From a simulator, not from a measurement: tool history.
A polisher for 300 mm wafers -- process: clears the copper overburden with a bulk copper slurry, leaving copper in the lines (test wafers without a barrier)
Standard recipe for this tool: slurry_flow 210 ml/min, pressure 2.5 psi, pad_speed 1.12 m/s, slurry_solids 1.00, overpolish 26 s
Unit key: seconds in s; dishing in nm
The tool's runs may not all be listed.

run    hour  slurry_flow  pressure  pad_speed  slurry_solids  overpolish  incoming thickness of the incoming film, nm  seconds  dishing
  1     0.0          210       2.5       1.12           1.20          26                                       1111.2    111.6     67.7
       19.0  -- slurry blender recalibrated
  2    54.8          210       2.5       1.12           1.20          26                                       1122.3    117.8     67.2
  3   117.2          210       2.5       1.12           1.00          26                                       1119.6    122.8     67.1
  4   182.9          210       2.5       1.12           1.00          26                                       1132.7    128.8     69.3
      217.3  -- slurry nozzle cleaned
  5   243.3          210       2.5       1.12           1.00          26                                       1139.0    135.3     65.5
      273.1  -- head pressure recalibrated
      281.9  -- worn pad replaced by a new one
  6   312.7          210       2.5       1.12           1.00          26                                       1129.4    121.9     65.6
      335.5  -- slurry blender recalibrated
  7   360.5          210       2.5       1.12           1.00          26                                       1127.6    126.1     68.1
  8   413.1          210       2.5       1.12           1.00          26                                       1134.5    128.9     66.0
  9   477.9          210       2.5       1.12           1.00          26                                       1121.2    128.3     65.2
 10   540.8          210       2.5       1.12           1.00          26                                       1123.3    137.9     65.7
      557.1  -- worn pad replaced by a new one
 11   570.1          210       2.5       1.12           1.00          39                                       1111.8    120.3     69.2
      579.2  -- slurry nozzle cleaned
 12   596.4          185       2.5       1.12           1.25          26                                       1123.7    115.1     65.3
      627.3  -- slurry blender recalibrated
 13   658.7          210       2.5       1.12           1.00          26                                       1124.0    123.2     66.3
      717.2  -- head pressure recalibrated
 14   717.8          210       2.5       1.12           1.00          26                                       1105.4    126.5     65.8
 15   743.2          210       2.5       1.28           1.25          26                                       1132.9    111.7     67.7
      859.9  -- worn pad replaced by a new one
 16   860.4          210       1.7       1.34           1.00          26                                       1111.7    146.4     60.9
      864.4  -- slurry blender recalibrated
      911.2  -- slurry nozzle cleaned
 17  1048.0          210       2.5       1.26           1.00          26                                       1106.0    115.0     67.5
 18  1093.4          175       2.5       1.12           1.00          26                                       1138.9    138.8     66.8
     1109.4  -- slurry blender recalibrated
     1130.4  -- head pressure recalibrated
     1168.0  -- worn pad replaced by a new one
 19  1168.5          260       1.9       1.46           1.00          40                                       1113.9    118.3     64.6
 20  1203.4          190       2.5       1.32           1.20          34                                       1117.2    100.1     72.5
 21  1237.9          210       2.5       1.50           1.25          26                                       1123.3     88.6     71.6
     1289.6  -- slurry nozzle cleaned
 22  1300.2          170       1.8       1.12           1.15          17                                       1128.3    172.9     48.8
 23  1387.1          210       2.5       1.12           1.00          26                                       1115.4    129.7     65.0

Give the tool's hidden conditions for every run:
slurry flow missing at the pad, %: 0 in every run
deviation of the head's pressure from its setpoint, %: 0 in every run
abrasive missing from the slurry, %: 0 in every run
H1: removal rate lost through wear of the pad, %
run     H1
  1   1.63
  2      4
  3    6.7
  4   9.54
  5   12.2
  6   3.89
  7   5.95
  8   8.23
  9     11
 10   13.8
 11   2.63
 12   3.77
 13   6.47
 14   9.02
 15   10.1
 16  0.768
 17   8.88
 18   10.8
 19  0.381
 20   1.89
 21   3.38
 22   6.08
 23   9.84
